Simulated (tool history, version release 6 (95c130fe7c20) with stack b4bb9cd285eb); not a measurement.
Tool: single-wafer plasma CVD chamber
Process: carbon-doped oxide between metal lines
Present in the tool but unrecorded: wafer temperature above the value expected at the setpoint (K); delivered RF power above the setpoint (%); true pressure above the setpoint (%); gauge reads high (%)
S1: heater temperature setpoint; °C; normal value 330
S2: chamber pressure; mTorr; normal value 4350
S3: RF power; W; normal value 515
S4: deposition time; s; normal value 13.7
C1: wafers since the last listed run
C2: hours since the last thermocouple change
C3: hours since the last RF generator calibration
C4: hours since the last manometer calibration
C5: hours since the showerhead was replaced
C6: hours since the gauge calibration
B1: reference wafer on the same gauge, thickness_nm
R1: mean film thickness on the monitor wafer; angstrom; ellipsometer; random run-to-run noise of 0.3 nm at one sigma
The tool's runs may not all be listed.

| run | hour | S1 | S2 | S3 | S4 | C1 | C2 | C3 | C4 | C5 | C6 | B1 | R1 |
|---|---|---|---|---|---|---|---|---|---|---|---|---|---|
| 1 | 0.0 | 330 | 4350 | 515 | 13.7 | 0 | 614.3 | 1597.3 | 97.2 | 6514.0 | 1409.4 | 85.978 | 776.44 |
| 2 | 85.0 | 330 | 4350 | 515 | 13.7 | 2241 | 699.3 | 1682.3 | 182.2 | 6599.0 | 1494.4 | 86.063 | 772.36 |
| 3 | 126.6 | 330 | 4350 | 515 | 13.7 | 1096 | 740.9 | 1723.9 | 223.8 | 6640.6 | 1536.0 | 85.978 | 773.25 |
| 4 | 176.5 | 318 | 5310 | 515 | 12.2 | 1315 | 790.8 | 1773.8 | 273.7 | 6690.5 | 1585.9 | 86.055 | 748.95 |
|  | 214.1 | showerhead replaced |
| 5 | 219.9 | 330 | 4350 | 515 | 13.7 | 933 | 834.2 | 1817.2 | 317.1 | 5.8 | 1629.3 | 85.994 | 767.07 |
|  | 264.1 | RF generator calibrated |
| 6 | 314.8 | 330 | 4740 | 515 | 16.2 | 2291 | 929.1 | 50.7 | 412.0 | 100.7 | 1724.2 | 85.995 | 923.29 |
| 7 | 362.5 | 330 | 4350 | 515 | 13.7 | 1257 | 976.8 | 98.4 | 459.7 | 148.4 | 1771.9 | 85.923 | 774.89 |
| 8 | 455.8 | 330 | 4350 | 515 | 13.7 | 2460 | 1070.1 | 191.7 | 553.0 | 241.7 | 1865.2 | 86.005 | 775.77 |
| 9 | 501.8 | 335 | 4940 | 515 | 12.9 | 1212 | 1116.1 | 237.7 | 599.0 | 287.7 | 1911.2 | 85.976 | 728.95 |
| 10 | 597.8 | 325 | 5420 | 485 | 13.7 | 2531 | 1212.1 | 333.7 | 695.0 | 383.7 | 2007.2 | 85.987 | 773.27 |
| 11 | 663.1 | 330 | 4350 | 515 | 14.6 | 1721 | 1277.4 | 399.0 | 760.3 | 449.0 | 2072.5 | 86.043 | 822.83 |
|  | 699.1 | thermocouple changed; heater temperature recalibrated |
|  | 752.2 | gauge calibrated |
| 12 | 766.3 | 321 | 3950 | 420 | 11.4 | 2510 | 67.2 | 502.2 | 863.5 | 552.2 | 14.1 | 85.939 | 535.64 |
| 13 | 838.3 | 330 | 4350 | 515 | 13.7 | 1898 | 139.2 | 574.2 | 935.5 | 624.2 | 86.1 | 86.027 | 762.75 |
| 14 | 936.9 | 341 | 3410 | 575 | 12.7 | 2599 | 237.8 | 672.8 | 1034.1 | 722.8 | 184.7 | 85.972 | 725.10 |
| 15 | 979.2 | 342 | 4350 | 515 | 15.3 | 1115 | 280.1 | 715.1 | 1076.4 | 765.1 | 227.0 | 85.968 | 817.64 |
| 16 | 1085.5 | 330 | 4350 | 515 | 15.8 | 2802 | 386.4 | 821.4 | 1182.7 | 871.4 | 333.3 | 85.948 | 883.29 |
| 17 | 1155.9 | 330 | 4350 | 515 | 12.4 | 1856 | 456.8 | 891.8 | 1253.1 | 941.8 | 403.7 | 86.040 | 694.28 |
| 18 | 1212.0 | 334 | 4350 | 470 | 15.1 | 1479 | 512.9 | 947.9 | 1309.2 | 997.9 | 459.8 | 85.997 | 776.23 |
| 19 | 1273.0 | 330 | 3480 | 420 | 13.7 | 1608 | 573.9 | 1008.9 | 1370.2 | 1058.9 | 520.8 | 86.039 | 618.60 |
| 20 | 1313.7 | 315 | 5040 | 515 | 13.7 | 1073 | 614.6 | 1049.6 | 1410.9 | 1099.6 | 561.5 | 86.046 | 841.45 |
| 21 | 1383.0 | 330 | 4350 | 515 | 13.7 | 1827 | 683.9 | 1118.9 | 1480.2 | 1168.9 | 630.8 | 85.934 | 774.89 |
| 22 | 1459.5 | 330 | 4350 | 515 | 13.7 | 2017 | 760.4 | 1195.4 | 1556.7 | 1245.4 | 707.3 | 85.970 | 773.31 |
| 23 | 1519.6 | 330 | 4350 | 515 | 13.7 | 1584 | 820.5 | 1255.5 | 1616.8 | 1305.5 | 767.4 | 86.041 | 777.54 |
| 24 | 1583.9 | 330 | 4350 | 515 | 13.7 | 1695 | 884.8 | 1319.8 | 1681.1 | 1369.8 | 831.7 | 86.032 | 776.04 |
| 25 | 1621.4 | 336 | 4350 | 515 | 13.7 | 988 | 922.3 | 1357.3 | 1718.6 | 1407.3 | 869.2 | 85.963 | 758.90 |
|  | 1716.5 | RF generator calibrated |
| 26 | 1717.0 | 339 | 4350 | 515 | 13.7 | 2309 | 1017.9 | 0.5 | 1814.2 | 1502.9 | 964.8 | 86.012 | 751.71 |
| 27 | 1806.2 | 330 | 4350 | 515 | 13.7 | 2351 | 1107.1 | 89.7 | 1903.4 | 1592.1 | 1054.0 | 86.042 | 779.72 |

Below are 5 alternative next runs, each starting from the tool's condition after run 27. Predict each:
| A | 1806.6 | 330 | 4350 | 515 | 13.7 | 10 | 1107.5 | 90.1 | 1903.8 | 1592.5 | 1054.4 | ? | ? |
| B | 1806.6 | 330 | 4350 | 515 | 11.6 | 10 | 1107.5 | 90.1 | 1903.8 | 1592.5 | 1054.4 | ? | ? |
| C | 1806.6 | 317 | 4350 | 515 | 13.7 | 10 | 1107.5 | 90.1 | 1903.8 | 1592.5 | 1054.4 | ? | ? |
| D | 1806.6 | 344 | 4350 | 515 | 13.7 | 10 | 1107.5 | 90.1 | 1903.8 | 1592.5 | 1054.4 | ? | ? |
| E | 1806.6 | 330 | 4350 | 515 | 15.1 | 10 | 1107.5 | 90.1 | 1903.8 | 1592.5 | 1054.4 | ? | ? |

| run | B1 | R1 |
|---|---|---|
| A | 85.997 | 777.31 |
| B | 85.997 | 659.99 |
| C | 85.997 | 824.41 |
| D | 85.997 | 736.49 |
| E | 85.997 | 855.32 |
Stripped of hidden state, with their random variation kept, the same runs would have yielded:
| run | R1 |
|---|---|
| A | 760.01 |
| B | 645.30 |
| C | 803.32 |
| D | 722.84 |
| E | 836.29 |
